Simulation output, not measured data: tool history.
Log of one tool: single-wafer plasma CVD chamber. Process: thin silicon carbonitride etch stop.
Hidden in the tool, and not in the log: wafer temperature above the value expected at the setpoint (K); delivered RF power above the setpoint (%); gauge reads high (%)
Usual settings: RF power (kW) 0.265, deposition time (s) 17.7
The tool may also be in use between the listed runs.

run	hour	RF power (kW)	deposition time (s)	wafers since the last listed run	hours since the last thermocouple change	hours since the last RF generator calibration	hours since the showerhead was replaced	hours since the gauge calibration	read-back reference wafer on the same gauge, thickness_nm	mean film thickness on the monitor wafer (Å)
1	0	0.265	17.7	0	1424.8	2151.6	4969.5	61.8	13.187	118.22
2	31.1	0.23	17.7	1131	1455.9	2182.7	5000.6	92.9	13.205	112.79
3	50.3	0.265	17.7	698	1475.1	2201.9	5019.8	112.1	13.209	119.06
4	77.2	0.265	17.7	978	1502	2228.8	5046.7	139	13.196	118.72
5	93.8	0.265	17.7	603	1518.6	2245.4	5063.3	155.6	13.19	117.84
6	115.7	0.265	17.7	796	1540.5	2267.3	5085.2	177.5	13.185	118.92
7	135.8	0.265	17.7	731	1560.6	2287.4	5105.3	197.6	13.202	117.98
8	154.7	0.265	17.7	687	1579.5	2306.3	5124.2	216.5	13.188	118.22
9	171.9	0.295	19.1	625	1596.7	2323.5	5141.4	233.7	13.195	131.4
10	186.9	0.295	19.1	545	1611.7	2338.5	5156.4	248.7	13.214	132.08
# hour 205.5: RF generator calibrated
11	253.5	0.295	19.1	2131	1678.3	48	5223	315.3	13.174	131.43
# hour 266.6: thermocouple changed; heater temperature recalibrated
12	267.1	0.285	15.2	203	0.5	61.6	5236.6	328.9	13.212	104.02
# hour 269.8: gauge calibrated
13	284.9	0.285	15.2	647	18.3	79.4	5254.4	15.1	13.218	104.03
14	303.4	0.265	17.7	672	36.8	97.9	5272.9	33.6	13.204	119.01
15	328.5	0.265	17.7	912	61.9	123	5298	58.7	13.205	117.88
16	342.7	0.23	16.4	516	76.1	137.2	5312.2	72.9	13.202	104.21
17	365	0.265	19.5	811	98.4	159.5	5334.5	95.2	13.187	129.95
18	388.8	0.265	17.7	865	122.2	183.3	5358.3	119	13.199	117.43
19	424.5	0.23	14.9	1298	157.9	219	5394	154.7	13.211	94.45
20	450.6	0.285	15.2	949	184	245.1	5420.1	180.8	13.187	104.25
21	468.2	0.265	17.7	640	201.6	262.7	5437.7	198.4	13.198	119.41
# hour 487.4: showerhead replaced
22	487.9	0.265	16.6	425	221.3	282.4	0.5	218.1	13.178	110.06
23	508.3	0.23	14.7	741	241.7	302.8	20.9	238.5	13.205	93.69
24	523	0.305	21.2	534	256.4	317.5	35.6	253.2	13.205	149.38
25	556.4	0.23	20.4	1214	289.8	350.9	69	286.6	13.203	130.5
26	570.8	0.265	17.7	523	304.2	365.3	83.4	301	13.204	117.45
27	591.5	0.265	17.7	752	324.9	386	104.1	321.7	13.201	117.12
28	609.2	0.22	16.6	643	342.6	403.7	121.8	339.4	13.2	104.2
29	627	0.32	17.7	647	360.4	421.5	139.6	357.2	13.226	125.3
30	649.6	0.245	19.5	821	383	444.1	162.2	379.8	13.189	127.49

How the hidden state differs across the entries between the runs, from the last listed run before each to the first after it:
Between runs 10 and 11: RF generator calibrated (hour 205.5)
  no hidden state differs between the two runs
Between runs 11 and 12: thermocouple changed; heater temperature recalibrated (hour 266.6)
  no hidden state differs between the two runs
Between runs 12 and 13: gauge calibrated (hour 269.8)
  no hidden state differs between the two runs
Between runs 21 and 22: showerhead replaced (hour 487.4)
  no hidden state differs between the two runs

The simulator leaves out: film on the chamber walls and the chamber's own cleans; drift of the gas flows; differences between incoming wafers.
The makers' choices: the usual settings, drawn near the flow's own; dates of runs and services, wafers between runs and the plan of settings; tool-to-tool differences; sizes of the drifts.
